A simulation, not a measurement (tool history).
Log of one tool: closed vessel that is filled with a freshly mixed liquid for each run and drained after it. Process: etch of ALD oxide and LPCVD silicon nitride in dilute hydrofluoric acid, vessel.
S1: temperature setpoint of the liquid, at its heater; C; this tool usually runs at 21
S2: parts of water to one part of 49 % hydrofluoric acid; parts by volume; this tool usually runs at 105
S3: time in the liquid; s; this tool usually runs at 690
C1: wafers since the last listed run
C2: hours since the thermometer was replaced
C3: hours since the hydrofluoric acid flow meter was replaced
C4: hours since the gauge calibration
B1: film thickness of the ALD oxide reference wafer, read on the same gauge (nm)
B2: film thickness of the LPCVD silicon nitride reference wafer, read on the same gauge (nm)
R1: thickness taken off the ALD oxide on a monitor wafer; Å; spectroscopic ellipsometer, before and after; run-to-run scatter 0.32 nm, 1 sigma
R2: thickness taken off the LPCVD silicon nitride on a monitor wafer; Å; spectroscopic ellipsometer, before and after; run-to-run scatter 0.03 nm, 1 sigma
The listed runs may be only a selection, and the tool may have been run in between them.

Run 1, hour 0: usual settings; C1 0; C2 2440.8; C3 1268.2; C4 512.7; B1 38.7; B2 67.767. Result: R1 562.1 Å, R2 25.34 Å.
Run 2, hour 68.8: usual settings; C1 6186; C2 2509.6; C3 1337; C4 581.5; B1 38.68; B2 67.676. Result: R1 566 Å, R2 25.52 Å.
Run 3, hour 122.2: usual settings; C1 4802; C2 2563; C3 1390.4; C4 634.9; B1 38.63; B2 67.635. Result: R1 567.8 Å, R2 25.13 Å.
At hour 187.5: gauge calibrated.
Run 4, hour 211.5: usual settings; C1 8030; C2 2652.3; C3 1479.7; C4 24; B1 39.99; B2 69.979. Result: R1 582.8 Å, R2 25.74 Å.
Run 5, hour 277: usual settings but S2 140 parts by volume; C1 5890; C2 2717.8; C3 1545.2; C4 89.5; B1 39.7; B2 69.551. Result: R1 419.1 Å, R2 19.17 Å.
Run 6, hour 318.2: usual settings but S2 70 parts by volume; C1 3704; C2 2759; C3 1586.4; C4 130.7; B1 39.61; B2 69.292. Result: R1 908.5 Å, R2 38.01 Å.
Run 7, hour 406.2: usual settings but S2 70 parts by volume; C1 7913; C2 2847; C3 1674.4; C4 218.7; B1 39.36; B2 68.878. Result: R1 899.9 Å, R2 37.43 Å.
Run 8, hour 481.2: usual settings but S2 70 parts by volume; C1 6744; C2 2922; C3 1749.4; C4 293.7; B1 39.21; B2 68.635. Result: R1 898.1 Å, R2 37.32 Å.
At hour 513.8: hydrofluoric acid flow meter replaced.
Run 9, hour 550.7: usual settings; C1 6159; C2 2991.5; C3 36.9; C4 363.2; B1 39.13; B2 68.497. Result: R1 569.7 Å, R2 25.13 Å.
At hour 820.8: thermometer replaced.
Run 10, hour 849.2: usual settings but S2 75 parts by volume, S3 290 s; C1 26753; C2 28.4; C3 335.4; C4 661.7; B1 38.94; B2 68.101. Result: R1 347.9 Å, R2 14.57 Å.
At hour 881.4: gauge calibrated.
Run 11, hour 901.3: usual settings but S1 17.5 C; C1 4685; C2 80.5; C3 387.5; C4 19.9; B1 39.66; B2 69.39. Result: R1 495.5 Å, R2 20.17 Å.
Run 12, hour 947.9: usual settings; C1 4190; C2 127.1; C3 434.1; C4 66.5; B1 39.45; B2 69.04. Result: R1 577.4 Å, R2 25.31 Å.
Run 13, hour 985.4: usual settings but S1 19 C, S2 125 parts by volume, S3 565 s; C1 3372; C2 164.6; C3 471.6; C4 104; B1 39.3; B2 68.756. Result: R1 358.6 Å, R2 15.18 Å.
Run 14, hour 1026.1: usual settings; C1 3660; C2 205.3; C3 512.3; C4 144.7; B1 39.19; B2 68.618. Result: R1 573.6 Å, R2 25.71 Å.
Run 15, hour 1081.5: usual settings but S1 18.5 C, S2 145 parts by volume, S3 290 s; C1 4981; C2 260.7; C3 567.7; C4 200.1; B1 39.05; B2 68.383. Result: R1 149.9 Å, R2 6.53 Å.
Run 16, hour 1125.6: usual settings but S3 855 s; C1 3965; C2 304.8; C3 611.8; C4 244.2; B1 38.97; B2 68.206. Result: R1 713.3 Å, R2 31.15 Å.
Run 17, hour 1172.8: usual settings; C1 4244; C2 352; C3 659; C4 291.4; B1 38.88; B2 68.033. Result: R1 566.9 Å, R2 24.67 Å.
Run 18, hour 1228.7: usual settings but S1 18.5 C, S2 65 parts by volume, S3 540 s; C1 5026; C2 407.9; C3 714.9; C4 347.3; B1 38.77; B2 67.933. Result: R1 668.4 Å, R2 26.62 Å.

Alternative continuations, all from the tool just after run 18; predict every row:
Run A, hour 1229.5: usual settings but S2 85 parts by volume; C1 71; C2 408.7; C3 715.7; C4 348.1; B1 ?; B2 ?. Result: R1 ?, R2 ?.
Run B, hour 1229.5: usual settings but S1 25 C; C1 71; C2 408.7; C3 715.7; C4 348.1; B1 ?; B2 ?. Result: R1 ?, R2 ?.
Run C, hour 1229.5: usual settings but S1 22.5 C, S2 85 parts by volume, S3 945 s; C1 71; C2 408.7; C3 715.7; C4 348.1; B1 ?; B2 ?. Result: R1 ?, R2 ?.
Run D, hour 1229.5: usual settings but S1 24.5 C; C1 71; C2 408.7; C3 715.7; C4 348.1; B1 ?; B2 ?. Result: R1 ?, R2 ?.
Run E, hour 1229.5: usual settings but S1 17.5 C, S2 130 parts by volume, S3 510 s; C1 71; C2 408.7; C3 715.7; C4 348.1; B1 ?; B2 ?. Result: R1 ?, R2 ?.

run    B1      B2      R1     R2
  A  38.8  67.856   714.6  31.11
  B  38.8  67.856     663  32.98
  C  38.8  67.856  1040.6  47.15
  D  38.8  67.856   650.1  31.92
  E  38.8  67.856   284.8  11.97
Take away the tool's hidden state, keep each run's random variation, and the runs would have read:
run      R1     R2
  A   736.7  32.07
  B   683.5     34
  C  1072.8   48.6
  D   670.2  32.91
  E   293.6  12.34
